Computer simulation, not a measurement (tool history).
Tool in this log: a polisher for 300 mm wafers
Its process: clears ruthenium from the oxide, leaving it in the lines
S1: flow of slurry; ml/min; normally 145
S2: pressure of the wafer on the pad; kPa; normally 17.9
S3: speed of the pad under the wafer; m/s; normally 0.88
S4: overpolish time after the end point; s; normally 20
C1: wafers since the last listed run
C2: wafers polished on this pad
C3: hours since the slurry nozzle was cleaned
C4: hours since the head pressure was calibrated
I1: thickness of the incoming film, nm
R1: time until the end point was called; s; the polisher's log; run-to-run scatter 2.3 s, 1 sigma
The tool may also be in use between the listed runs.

Run 1, hour 0: usual settings but S2 20.7 kPa; C1 0; C2 1028; C3 21.3; C4 793.9; I1 209. Result: R1 143.5 s.
Run 2, hour 69: usual settings but S2 20.7 kPa; C1 504; C2 1532; C3 90.3; C4 862.9; I1 205.2. Result: R1 145.1 s.
Run 3, hour 140.6: usual settings; C1 523; C2 2055; C3 161.9; C4 934.5; I1 208.9. Result: R1 164.9 s.
Run 4, hour 179.4: usual settings; C1 283; C2 2338; C3 200.7; C4 973.3; I1 212.3. Result: R1 165.9 s.
Run 5, hour 214.2: usual settings; C1 254; C2 2593; C3 235.5; C4 1008.1; I1 211.8. Result: R1 167.4 s.
At hour 235: worn pad replaced by a new one.
Run 6, hour 261.6: usual settings; C1 317; C2 194; C3 282.9; C4 1055.5; I1 209.9. Result: R1 169.8 s.
Run 7, hour 367.9: usual settings; C1 776; C2 970; C3 389.2; C4 1161.8; I1 206.7. Result: R1 165.9 s.
Run 8, hour 412.6: usual settings but S2 15.9 kPa; C1 326; C2 1297; C3 433.9; C4 1206.5; I1 213.2. Result: R1 182.8 s.
Run 9, hour 480.4: usual settings but S1 125 ml/min, S2 21.4 kPa; C1 495; C2 1792; C3 501.7; C4 1274.3; I1 208.9. Result: R1 150.3 s.
At hour 514.6: head pressure recalibrated.
Run 10, hour 515.1: usual settings but S2 14.5 kPa; C1 238; C2 2031; C3 536.4; C4 0.5; I1 214. Result: R1 184.7 s.
At hour 565.2: worn pad replaced by a new one.
Run 11, hour 565.7: usual settings but S2 14.5 kPa; C1 340; C2 3; C3 587; C4 51.1; I1 207.4. Result: R1 177.9 s.
Run 12, hour 604.3: usual settings but S4 29 s; C1 282; C2 285; C3 625.6; C4 89.7; I1 210.8. Result: R1 155.7 s.
Run 13, hour 635.6: usual settings but S4 29 s; C1 228; C2 514; C3 656.9; C4 121; I1 210.7. Result: R1 154.8 s.
Run 14, hour 692.1: usual settings but S4 29 s; C1 412; C2 926; C3 713.4; C4 177.5; I1 209.2. Result: R1 154.1 s.
Run 15, hour 717.1: usual settings but S3 0.66 m/s; C1 182; C2 1109; C3 738.4; C4 202.5; I1 207.9. Result: R1 207.7 s.
At hour 723.8: slurry nozzle cleaned.
Run 16, hour 764.3: usual settings; C1 337; C2 1447; C3 40.5; C4 249.7; I1 207.9. Result: R1 155.6 s.
Run 17, hour 807.7: usual settings; C1 317; C2 1764; C3 83.9; C4 293.1; I1 208. Result: R1 157.1 s.
Run 18, hour 848.6: usual settings but S1 160 ml/min; C1 298; C2 2062; C3 124.8; C4 334; I1 208.6. Result: R1 152.2 s.
Run 19, hour 884.4: usual settings but S1 120 ml/min, S2 12.4 kPa; C1 261; C2 2324; C3 160.6; C4 369.8; I1 205.8. Result: R1 212.5 s.
At hour 894: worn pad replaced by a new one.
Run 20, hour 924.4: usual settings but S1 170 ml/min, S2 23.4 kPa, S3 0.76 m/s, S4 8 s; C1 263; C2 222; C3 200.6; C4 409.8; I1 209.7. Result: R1 143.9 s.
Run 21, hour 964.4: usual settings; C1 292; C2 514; C3 240.6; C4 449.8; I1 207.9. Result: R1 156.1 s.
Run 22, hour 1051.8: usual settings; C1 638; C2 1152; C3 328; C4 537.2; I1 212.8. Result: R1 164.1 s.
Run 23, hour 1106.2: usual settings; C1 397; C2 1550; C3 382.4; C4 591.6; I1 209.4. Result: R1 156.3 s.
Run 24, hour 1150.4: usual settings but S1 105 ml/min, S3 0.8 m/s, S4 28 s; C1 322; C2 1873; C3 426.6; C4 635.8; I1 210.4. Result: R1 192.3 s.
At hour 1187.3: worn pad replaced by a new one.
Run 25, hour 1236.2: usual settings but S2 21.4 kPa, S3 0.68 m/s; C1 597; C2 357; C3 512.4; C4 721.6; I1 209.6. Result: R1 185.3 s.
Run 26, hour 1265.6: usual settings but S1 105 ml/min, S2 22.8 kPa, S3 0.72 m/s, S4 9 s; C1 214; C2 572; C3 541.8; C4 751; I1 210.8. Result: R1 176.8 s.
Run 27, hour 1306.4: usual settings but S3 1.04 m/s, S4 17 s; C1 298; C2 870; C3 582.6; C4 791.8; I1 213.2. Result: R1 137.5 s.
Run 28, hour 1365.7: usual settings but S1 130 ml/min, S2 20.7 kPa, S3 1.08 m/s; C1 433; C2 1303; C3 641.9; C4 851.1; I1 211.6. Result: R1 120.7 s.
Run 29, hour 1413.9: usual settings; C1 352; C2 1655; C3 690.1; C4 899.3; I1 209.4. Result: R1 165.6 s.
Run 30, hour 1470.8: usual settings but S2 11.7 kPa; C1 415; C2 2071; C3 747; C4 956.2; I1 212. Result: R1 232.4 s.
At hour 1488: worn pad replaced by a new one.
At hour 1508.4: slurry nozzle cleaned.
Run 31, hour 1534.7: usual settings but S3 0.6 m/s; C1 430; C2 333; C3 26.3; C4 1020.1; I1 209.6. Result: R1 240.2 s.
Run 32, hour 1566.2: usual settings but S3 0.76 m/s; C1 230; C2 563; C3 57.8; C4 1051.6; I1 209.1. Result: R1 194.5 s.
Run 33, hour 1603: usual settings but S1 185 ml/min, S4 29 s; C1 268; C2 832; C3 94.6; C4 1088.4; I1 213.1. Result: R1 161.8 s.
Run 34, hour 1654.3: usual settings but S1 120 ml/min; C1 374; C2 1207; C3 145.9; C4 1139.7; I1 212.9. Result: R1 176.3 s.

Consider 4 possible next runs. They are alternatives, not a sequence: every one starts from the tool as it was left by run 34. What does each give?
Run A, hour 1654.8: usual settings but S2 13.1 kPa; C1 3; C2 1210; C3 146.4; C4 1140.2; I1 206.7. Result: R1 ?.
Run B, hour 1654.8: usual settings but S2 11.7 kPa, S3 1.04 m/s; C1 3; C2 1210; C3 146.4; C4 1140.2; I1 206.7. Result: R1 ?.
Run C, hour 1654.8: usual settings but S1 100 ml/min, S2 23.4 kPa, S3 1.06 m/s, S4 9 s; C1 3; C2 1210; C3 146.4; C4 1140.2; I1 206.7. Result: R1 ?.
Run D, hour 1654.8: usual settings but S2 13.8 kPa; C1 3; C2 1210; C3 146.4; C4 1140.2; I1 206.7. Result: R1 ?.

run     R1
  A  208.2
  B    191
  C  119.5
  D  200.5
What these runs would have given with no unlogged condition in the tool:
run     R1
  A  191.5
  B  175.7
  C  109.9
  D  184.4

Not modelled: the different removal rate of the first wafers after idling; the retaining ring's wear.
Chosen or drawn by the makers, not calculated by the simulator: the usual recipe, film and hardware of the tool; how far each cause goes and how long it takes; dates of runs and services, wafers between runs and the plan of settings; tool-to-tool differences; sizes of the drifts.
